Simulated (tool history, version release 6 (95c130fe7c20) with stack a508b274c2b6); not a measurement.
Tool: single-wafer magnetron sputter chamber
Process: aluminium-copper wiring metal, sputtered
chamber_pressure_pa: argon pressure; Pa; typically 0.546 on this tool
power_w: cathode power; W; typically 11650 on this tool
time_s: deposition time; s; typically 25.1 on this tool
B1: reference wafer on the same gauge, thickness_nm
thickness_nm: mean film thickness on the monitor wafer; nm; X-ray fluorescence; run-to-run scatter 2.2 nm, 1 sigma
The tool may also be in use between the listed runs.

Run 1, hour 0: usual settings; B1 494.635. Result: thickness_nm 518.403 nm.
Run 2, hour 14.3: usual settings; B1 494.098. Result: thickness_nm 518.919 nm.
Run 3, hour 26.3: usual settings; B1 493.533. Result: thickness_nm 518.017 nm.
At hour 47.3: sputter target and shields replaced.
Run 4, hour 47.8: usual settings; B1 494.262. Result: thickness_nm 519.496 nm.
Run 5, hour 56.5: usual settings; B1 493.994. Result: thickness_nm 521.378 nm.
Run 6, hour 67.5: usual settings but chamber_pressure_pa 0.65 Pa, time_s 21.5 s; B1 493.655. Result: thickness_nm 424.45 nm.
Run 7, hour 82.5: usual settings but chamber_pressure_pa 0.65 Pa, time_s 21.5 s; B1 493.548. Result: thickness_nm 426.464 nm.
Run 8, hour 93.7: usual settings but chamber_pressure_pa 0.65 Pa, time_s 21.5 s; B1 493.507. Result: thickness_nm 422.365 nm.
Run 9, hour 105.5: usual settings; B1 493.999. Result: thickness_nm 522.781 nm.
Run 10, hour 122: usual settings; B1 495.181. Result: thickness_nm 519.991 nm.
At hour 135.2: magnet pack replaced.
Run 11, hour 135.7: usual settings; B1 494.066. Result: thickness_nm 520.835 nm.
Run 12, hour 143.5: usual settings but power_w 13900 W; B1 493.535. Result: thickness_nm 620.998 nm.
At hour 150.3: gauge calibrated.
Run 13, hour 157.1: usual settings but power_w 13900 W; B1 494.22. Result: thickness_nm 618.783 nm.
Run 14, hour 169.4: usual settings; B1 493.632. Result: thickness_nm 520.765 nm.
Run 15, hour 181.8: usual settings; B1 494.639. Result: thickness_nm 519.946 nm.
Run 16, hour 191.4: usual settings; B1 493.421. Result: thickness_nm 519.916 nm.
Run 17, hour 204.2: usual settings but chamber_pressure_pa 0.649 Pa, power_w 12950 W, time_s 22 s; B1 494.569. Result: thickness_nm 479.212 nm.
Run 18, hour 215.9: usual settings but power_w 9850 W, time_s 29.6 s; B1 493.519. Result: thickness_nm 519.98 nm.
At hour 225.7: capacitance manometer re-zeroed and calibrated.
Run 19, hour 229.6: usual settings but chamber_pressure_pa 0.406 Pa, power_w 9600 W; B1 493.783. Result: thickness_nm 457.197 nm.
Run 20, hour 244.1: usual settings; B1 494.036. Result: thickness_nm 523.403 nm.
Run 21, hour 254.7: usual settings; B1 494.144. Result: thickness_nm 519.149 nm.
At hour 270.2: sputter target and shields replaced.
Run 22, hour 270.7: usual settings but chamber_pressure_pa 0.656 Pa; B1 493.198. Result: thickness_nm 489.907 nm.
Run 23, hour 279.6: usual settings but power_w 12900 W; B1 494.017. Result: thickness_nm 579.279 nm.
Run 24, hour 310.1: usual settings but chamber_pressure_pa 0.687 Pa, power_w 10300 W, time_s 20.3 s; B1 493.932. Result: thickness_nm 348.287 nm.
Run 25, hour 323.9: usual settings but time_s 29.6 s; B1 494.802. Result: thickness_nm 609.476 nm.
Run 26, hour 334.4: usual settings but chamber_pressure_pa 0.613 Pa, power_w 9400 W, time_s 23.2 s; B1 493.814. Result: thickness_nm 376.531 nm.
Run 27, hour 345.3: usual settings; B1 493.983. Result: thickness_nm 519.422 nm.
Run 28, hour 357.3: usual settings; B1 494.544. Result: thickness_nm 519.502 nm.
Run 29, hour 367.8: usual settings but chamber_pressure_pa 0.437 Pa, power_w 9550 W, time_s 26.5 s; B1 493.634. Result: thickness_nm 476.161 nm.
Run 30, hour 378.7: usual settings but power_w 8800 W, time_s 21.4 s; B1 493.64. Result: thickness_nm 335.669 nm.

Estimate the outcome of run 31 from the log above:
Run 31, hour 389.6: usual settings but chamber_pressure_pa 0.699 Pa, time_s 21.6 s; B1 ?. Result: thickness_nm ?.

B1: 493.884
thickness_nm: 414.647 nm
If the tool had no hidden condition, the same run with the same run-to-run variation would have returned thickness_nm 414.647 nm.
